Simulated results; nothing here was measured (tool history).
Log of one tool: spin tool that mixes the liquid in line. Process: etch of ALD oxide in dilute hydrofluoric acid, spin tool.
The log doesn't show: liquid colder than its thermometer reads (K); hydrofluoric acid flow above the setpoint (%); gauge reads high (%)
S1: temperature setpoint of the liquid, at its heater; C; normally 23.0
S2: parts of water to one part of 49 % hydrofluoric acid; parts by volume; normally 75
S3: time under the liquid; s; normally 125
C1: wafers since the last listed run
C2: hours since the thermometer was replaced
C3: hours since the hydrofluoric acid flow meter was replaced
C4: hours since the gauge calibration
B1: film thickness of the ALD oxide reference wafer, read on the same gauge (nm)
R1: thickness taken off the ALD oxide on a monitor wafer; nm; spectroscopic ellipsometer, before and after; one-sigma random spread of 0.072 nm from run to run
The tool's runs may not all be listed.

run	hour	S1	S2	S3	C1	C2	C3	C4	B1	R1
1	0.0	23.0	75	125	0	600.5	584.7	731.7	109.96	17.07
2	87.3	23.0	75	125	817	687.8	672.0	819.0	109.98	16.99
# hour 123.6: thermometer replaced
3	230.5	23.0	75	125	1331	106.9	815.2	962.2	110.01	17.51
4	296.3	23.0	75	125	616	172.7	881.0	1028.0	110.01	17.38
5	371.9	23.0	75	125	707	248.3	956.6	1103.6	110.00	17.43
6	432.1	21.0	75	145	563	308.5	1016.8	1163.8	110.00	18.47
7	519.0	21.0	75	145	813	395.4	1103.7	1250.7	109.99	18.44
# hour 573.0: gauge calibrated
8	589.5	19.5	50	125	660	465.9	1174.2	16.5	110.02	22.95
9	667.8	23.0	75	125	733	544.2	1252.5	94.8	110.02	17.14
# hour 753.3: hydrofluoric acid flow meter replaced
10	768.0	24.5	75	125	928	644.4	14.7	195.0	110.00	18.01
# hour 797.9: thermometer replaced
11	854.1	21.5	75	165	796	56.2	100.8	281.1	110.00	21.82
12	912.2	23.0	75	125	544	114.3	158.9	339.2	109.98	17.52
13	992.7	20.0	75	125	753	194.8	239.4	419.7	109.99	15.37
14	1085.2	19.0	65	125	866	287.3	331.9	512.2	109.99	17.16
15	1164.0	23.0	110	125	737	366.1	410.7	591.0	110.00	11.30
16	1214.2	20.0	55	125	470	416.3	460.9	641.2	110.01	21.22

Branching from run 16: 5 alternative next runs. What would each branch give?
A	1214.7	23.0	75	125	4	416.8	461.4	641.7	?	?
B	1214.7	21.0	65	55	4	416.8	461.4	641.7	?	?
C	1214.7	23.0	75	145	4	416.8	461.4	641.7	?	?
D	1214.7	26.5	75	75	4	416.8	461.4	641.7	?	?
E	1214.7	20.0	110	170	4	416.8	461.4	641.7	?	?

run	B1	R1
A	109.99	17.22
B	109.99	8.15
C	109.99	19.98
D	109.99	11.90
E	109.99	13.56
With no hidden state in the tool, these same runs would have given:
run	R1
A	17.63
B	8.34
C	20.45
D	12.17
E	13.88

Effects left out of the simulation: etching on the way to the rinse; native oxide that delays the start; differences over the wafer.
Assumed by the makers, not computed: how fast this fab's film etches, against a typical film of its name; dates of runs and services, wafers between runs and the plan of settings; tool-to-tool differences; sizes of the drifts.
